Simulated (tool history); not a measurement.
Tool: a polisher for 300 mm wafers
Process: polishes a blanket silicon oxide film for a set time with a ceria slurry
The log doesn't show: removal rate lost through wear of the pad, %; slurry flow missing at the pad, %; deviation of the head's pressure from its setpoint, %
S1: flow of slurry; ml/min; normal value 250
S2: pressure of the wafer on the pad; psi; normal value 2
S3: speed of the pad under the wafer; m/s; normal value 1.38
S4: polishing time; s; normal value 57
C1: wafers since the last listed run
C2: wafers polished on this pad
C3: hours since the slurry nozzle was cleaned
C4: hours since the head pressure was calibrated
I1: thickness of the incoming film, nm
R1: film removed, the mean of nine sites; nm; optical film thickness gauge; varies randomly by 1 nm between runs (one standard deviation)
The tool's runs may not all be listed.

run	hour	S1	S2	S3	S4	C1	C2	C3	C4	I1	R1
1	0	250	2	1.38	57	0	507	143.5	649.2	1626.7	147.8
2	8.8	250	2	1.38	57	73	581	152.3	658	1630.5	144.4
3	22.5	250	2	1.38	57	114	695	166	671.7	1657.3	144.5
# hour 27.6: worn pad replaced by a new one
4	31.8	250	2	1.38	57	44	35	175.3	681	1616.4	157.2
5	43.2	250	2	1.38	57	95	130	186.7	692.4	1655.3	154.7
6	60.9	250	2	1.38	57	147	278	204.4	710.1	1639.2	150.6
7	67	250	2	1.38	57	50	329	210.5	716.2	1625.4	150.5
8	80.2	250	2	1.38	57	110	439	223.7	729.4	1615.2	149.8
9	93.1	210	2	1.38	57	107	547	236.6	742.3	1646.6	147.7
# hour 96.3: head pressure recalibrated
10	109.9	330	1.6	1.62	76	123	671	253.4	13.6	1612.5	215
11	116.5	280	1.8	1.5	57	55	726	260	20.2	1645.1	161.6
12	131.8	250	2.5	1.38	73	127	854	275.3	35.5	1618.6	252.8
# hour 138.9: worn pad replaced by a new one
# hour 147.7: slurry nozzle cleaned
13	148.7	325	1.7	1.16	71	99	73	1	52.4	1641.5	156.5
14	165.3	180	1.8	1.38	57	138	212	17.6	69	1630.3	145.8
15	174.4	205	1.6	1.6	73	76	288	26.7	78.1	1614.3	194.8
16	191.1	250	2	1.38	57	139	427	43.4	94.8	1640.4	159.8

Alternative continuations, all from the tool just after run 16; predict every row:
A	191.5	250	1.3	1.38	57	3	431	43.8	95.2	1626.9	?
B	191.5	250	2.5	1.86	57	3	431	43.8	95.2	1626.9	?
C	191.5	280	2	1.38	57	3	431	43.8	95.2	1626.9	?
D	191.5	180	2.3	1.76	51	3	431	43.8	95.2	1626.9	?

run	R1
A	110.2
B	259.9
C	159.9
D	200
What these runs would have given with no unlogged condition in the tool:
run	R1
A	124
B	292.5
C	179.9
D	225.1
